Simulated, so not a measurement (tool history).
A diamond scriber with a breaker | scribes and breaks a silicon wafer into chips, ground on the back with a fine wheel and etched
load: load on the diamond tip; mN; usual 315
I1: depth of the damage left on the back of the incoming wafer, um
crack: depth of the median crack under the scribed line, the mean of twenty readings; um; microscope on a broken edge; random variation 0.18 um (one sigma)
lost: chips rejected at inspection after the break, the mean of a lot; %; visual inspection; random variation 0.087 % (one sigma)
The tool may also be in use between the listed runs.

Run 1, hour 0: usual settings but load 370 mN; I1 0.65. Result: crack 12.5 um, lost 3.99 %.
Run 2, hour 72: usual settings but load 370 mN; I1 0.71. Result: crack 12.49 um, lost 4.05 %.
Run 3, hour 129.7: usual settings but load 370 mN; I1 0.43. Result: crack 12.6 um, lost 4.32 %.
Run 4, hour 181.3: usual settings; I1 0.4. Result: crack 11.1 um, lost 2 %.
Run 5, hour 222.7: usual settings but load 336 mN; I1 0.57. Result: crack 11.82 um, lost 2.86 %.
Run 6, hour 293.5: usual settings but load 336 mN; I1 0.76. Result: crack 12.12 um, lost 3.29 %.
Run 7, hour 339.1: usual settings but load 287 mN; I1 0.54. Result: crack 10.91 um, lost 1.76 %.
At hour 352.8: load on the tip recalibrated.
Run 8, hour 495.9: usual settings but load 287 mN; I1 0.69. Result: crack 8.83 um, lost 5.79 %.
At hour 509.1: load on the tip recalibrated, repeated, since the last time left the tool worse.
Run 9, hour 522.7: usual settings but load 380 mN; I1 0.73. Result: crack 12.38 um, lost 3.61 %.
At hour 590: diamond tip replaced by a new one.
Run 10, hour 593.2: usual settings but load 402 mN; I1 0.58. Result: crack 12.99 um, lost 6.25 %.

Run 11 comes next. What will it give?
Run 11, hour 643.8: usual settings but load 263 mN; I1 0.71. Result: crack ?, lost ?.

{"run 11": {"crack": 9.62, "lost": 3.24}}
Without the tool's hidden state the same run would have given crack 9.4 um, lost 3.88 %.
